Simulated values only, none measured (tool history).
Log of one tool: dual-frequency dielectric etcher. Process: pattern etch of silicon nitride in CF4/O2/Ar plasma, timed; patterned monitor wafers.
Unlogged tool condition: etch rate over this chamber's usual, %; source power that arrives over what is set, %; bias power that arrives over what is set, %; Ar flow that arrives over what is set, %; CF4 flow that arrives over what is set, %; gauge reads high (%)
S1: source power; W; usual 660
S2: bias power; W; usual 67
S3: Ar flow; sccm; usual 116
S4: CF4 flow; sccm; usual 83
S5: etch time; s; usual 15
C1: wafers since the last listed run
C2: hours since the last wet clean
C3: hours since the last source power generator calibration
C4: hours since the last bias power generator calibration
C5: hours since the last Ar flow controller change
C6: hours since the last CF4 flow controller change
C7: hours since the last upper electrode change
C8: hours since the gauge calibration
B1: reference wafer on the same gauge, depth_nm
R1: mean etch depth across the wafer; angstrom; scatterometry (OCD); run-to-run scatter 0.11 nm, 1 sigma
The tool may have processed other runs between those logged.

{"run": 1, "hour": 0.0, "S1": 660, "S2": 67, "S3": 116, "S4": 83, "S5": 15, "C1": 0, "C2": 456.2, "C3": 4379.1, "C4": 3573.7, "C5": 5651.5, "C6": 3105.9, "C7": 6241.6, "C8": 20.9, "B1": 37.86, "R1": 401.9}
{"run": 2, "hour": 14.7, "S1": 660, "S2": 67, "S3": 116, "S4": 83, "S5": 15, "C1": 294, "C2": 470.9, "C3": 4393.8, "C4": 3588.4, "C5": 5666.2, "C6": 3120.6, "C7": 6256.3, "C8": 35.6, "B1": 37.89, "R1": 403.1}
{"run": 3, "hour": 31.2, "S1": 660, "S2": 67, "S3": 116, "S4": 83, "S5": 15, "C1": 330, "C2": 487.4, "C3": 4410.3, "C4": 3604.9, "C5": 5682.7, "C6": 3137.1, "C7": 6272.8, "C8": 52.1, "B1": 37.93, "R1": 403.9}
{"run": 4, "hour": 41.6, "S1": 660, "S2": 67, "S3": 116, "S4": 83, "S5": 15, "C1": 208, "C2": 497.8, "C3": 4420.7, "C4": 3615.3, "C5": 5693.1, "C6": 3147.5, "C7": 6283.2, "C8": 62.5, "B1": 37.91, "R1": 403.3}
{"run": 5, "hour": 56.6, "S1": 660, "S2": 72, "S3": 116, "S4": 71, "S5": 15, "C1": 300, "C2": 512.8, "C3": 4435.7, "C4": 3630.3, "C5": 5708.1, "C6": 3162.5, "C7": 6298.2, "C8": 77.5, "B1": 37.91, "R1": 405}
{"run": 6, "hour": 74.3, "S1": 660, "S2": 67, "S3": 116, "S4": 83, "S5": 15, "C1": 355, "C2": 530.5, "C3": 4453.4, "C4": 3648, "C5": 5725.8, "C6": 3180.2, "C7": 6315.9, "C8": 95.2, "B1": 37.89, "R1": 406.3}
{"hour": 85.4, "done": "source power generator calibrated"}
{"hour": 86.0, "done": "Ar flow controller replaced"}
{"run": 7, "hour": 90.6, "S1": 660, "S2": 67, "S3": 116, "S4": 83, "S5": 15, "C1": 234, "C2": 546.8, "C3": 5.2, "C4": 3664.3, "C5": 4.6, "C6": 3196.5, "C7": 6332.2, "C8": 111.5, "B1": 37.96, "R1": 405.9}
{"hour": 99.3, "done": "bias power generator calibrated"}
{"hour": 102.9, "done": "CF4 flow controller replaced"}
{"run": 8, "hour": 103.4, "S1": 660, "S2": 67, "S3": 116, "S4": 83, "S5": 15, "C1": 103, "C2": 559.6, "C3": 18, "C4": 4.1, "C5": 17.4, "C6": 0.5, "C7": 6345, "C8": 124.3, "B1": 37.91, "R1": 407.8}
{"run": 9, "hour": 104.3, "S1": 660, "S2": 67, "S3": 116, "S4": 83, "S5": 15, "C1": 18, "C2": 560.5, "C3": 18.9, "C4": 5, "C5": 18.3, "C6": 1.4, "C7": 6345.9, "C8": 125.2, "B1": 37.88, "R1": 407}
{"run": 10, "hour": 114.4, "S1": 550, "S2": 67, "S3": 116, "S4": 68, "S5": 15, "C1": 202, "C2": 570.6, "C3": 29, "C4": 15.1, "C5": 28.4, "C6": 11.5, "C7": 6356, "C8": 135.3, "B1": 37.89, "R1": 349.6}
{"hour": 140.8, "done": "wet clean of the chamber"}
{"hour": 157.9, "done": "upper electrode replaced"}
{"run": 11, "hour": 158.4, "S1": 660, "S2": 81, "S3": 108, "S4": 64, "S5": 11, "C1": 58, "C2": 17.6, "C3": 73, "C4": 59.1, "C5": 72.4, "C6": 55.5, "C7": 0.5, "C8": 179.3, "B1": 37.98, "R1": 294.6}
{"run": 12, "hour": 158.7, "S1": 810, "S2": 52, "S3": 116, "S4": 66, "S5": 10.5, "C1": 6, "C2": 17.9, "C3": 73.3, "C4": 59.4, "C5": 72.7, "C6": 55.8, "C7": 0.8, "C8": 179.6, "B1": 37.97, "R1": 261.4}
{"run": 13, "hour": 159.0, "S1": 660, "S2": 51, "S3": 116, "S4": 83, "S5": 15, "C1": 6, "C2": 18.2, "C3": 73.6, "C4": 59.7, "C5": 73, "C6": 56.1, "C7": 1.1, "C8": 179.9, "B1": 37.91, "R1": 348.1}
{"hour": 159.4, "done": "gauge calibrated"}
{"run": 14, "hour": 164.3, "S1": 660, "S2": 67, "S3": 116, "S4": 83, "S5": 15, "C1": 106, "C2": 23.5, "C3": 78.9, "C4": 65, "C5": 78.3, "C6": 61.4, "C7": 6.4, "C8": 4.9, "B1": 37.89, "R1": 388.8}
{"run": 15, "hour": 173.7, "S1": 800, "S2": 67, "S3": 116, "S4": 83, "S5": 15, "C1": 188, "C2": 32.9, "C3": 88.3, "C4": 74.4, "C5": 87.7, "C6": 70.8, "C7": 15.8, "C8": 14.3, "B1": 37.94, "R1": 434.7}
{"run": 16, "hour": 189.3, "S1": 720, "S2": 67, "S3": 101, "S4": 75, "S5": 12, "C1": 312, "C2": 48.5, "C3": 103.9, "C4": 90, "C5": 103.3, "C6": 86.4, "C7": 31.4, "C8": 29.9, "B1": 37.88, "R1": 327.2}
{"run": 17, "hour": 204.2, "S1": 570, "S2": 67, "S3": 138, "S4": 102, "S5": 11, "C1": 298, "C2": 63.4, "C3": 118.8, "C4": 104.9, "C5": 118.2, "C6": 101.3, "C7": 46.3, "C8": 44.8, "B1": 37.89, "R1": 264.8}

What differs in the tool's unlogged condition from the final listed run ahead of each entry between runs to the first listed run following it?
From run 6 to run 7: source power generator calibrated (hour 85.4); Ar flow controller replaced (hour 86)
  etch rate over this chamber's usual, %: 4.7 -> 4.86
  what was measured, less what the result would be without the hidden state, R1: +18.3 -> +18.8 angstrom
From run 7 to run 8: bias power generator calibrated (hour 99.3); CF4 flow controller replaced (hour 102.9)
  etch rate over this chamber's usual, %: 4.86 -> 4.98
  what was measured, less what the result would be without the hidden state, R1: +18.8 -> +19.4 angstrom
From run 10 to run 11: wet clean of the chamber (hour 140.8); upper electrode replaced (hour 157.9)
  etch rate over this chamber's usual, %: 5.09 -> -0.243
  what was measured, less what the result would be without the hidden state, R1: +16.9 -> -0.8 angstrom
From run 13 to run 14: gauge calibrated (hour 159.4)
  etch rate over this chamber's usual, %: -0.238 -> -0.187
  what was measured, less what the result would be without the hidden state, R1: -0.8 -> -0.7 angstrom
